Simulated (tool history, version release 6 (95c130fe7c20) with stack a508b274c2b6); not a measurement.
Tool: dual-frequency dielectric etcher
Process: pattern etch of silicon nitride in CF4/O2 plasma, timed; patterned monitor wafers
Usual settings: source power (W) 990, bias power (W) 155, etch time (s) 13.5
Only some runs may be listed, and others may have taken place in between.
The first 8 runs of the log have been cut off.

run   hour  source power (W)  bias power (W)  etch time (s)  read-back reference wafer on the same gauge, depth_nm  mean etch depth across the wafer (nm)
  9   94.2               990             155           13.5                                                  53.29                                  53.63
 10  108.5               990             155           13.5                                                   53.3                                  52.92
 11  115.6               990             155           13.5                                                  53.32                                  53.01
 12  124.6               990             155           13.5                                                  53.35                                  52.89
 13  141.3               860             155           14.5                                                  53.24                                   52.3
 14  154.8               990             155           17.5                                                  53.28                                  68.48
 15  167.2               990             155           13.5                                                  53.26                                  53.41
 16    185               810             155           13.5                                                  53.38                                  46.63
 17  202.4               990             132           13.5                                                  53.39                                  50.32
 18    210               990             155           13.5                                                  53.24                                  52.64
 19    226              1120             117             10                                                  53.34                                  39.18
     260.9  -- wet clean of the chamber
 20  261.4               890             192           13.5                                                  53.25                                  53.06
 21  261.7               860             155           14.5                                                  53.31                                  51.96
 22  262.6               990             155           13.5                                                   53.3                                  52.68
 23  279.9              1070             155           13.5                                                  53.37                                  55.75
 24    287               920             128             12                                                  53.23                                  42.76
 25  296.6               800             188           10.5                                                  53.31                                  38.71
 26  311.9               990             155           13.5                                                  53.31                                  52.98
 27  326.3               990             155           13.5                                                  53.22                                  53.37
 28  337.4               850             176           17.5                                                   53.3                                  65.16
 29  348.5               740             155           15.5                                                  53.32                                  51.04
 30  355.2               990             155           13.5                                                  53.32                                  53.01

What if the next run were any one of these 4? Each begins from the tool's condition after run 30:
  A  355.6               990             155           13.5                                                      ?                                      ?
  B  355.6               740             185           11.5                                                      ?                                      ?
  C  355.6               990             177           15.5                                                      ?                                      ?
  D  355.6               900             126             15                                                      ?                                      ?

run  read-back reference wafer on the same gauge, depth_nm  mean etch depth across the wafer (nm)
  A                                                  53.33                                  52.61
  B                                                  53.33                                  39.91
  C                                                  53.33                                  63.13
  D                                                  53.33                                  51.56
With the hidden condition removed and each run's random variation left untouched, the same runs would have given:
run  mean etch depth across the wafer (nm)
  A                                  52.61
  B                                  39.91
  C                                  63.13
  D                                  51.56
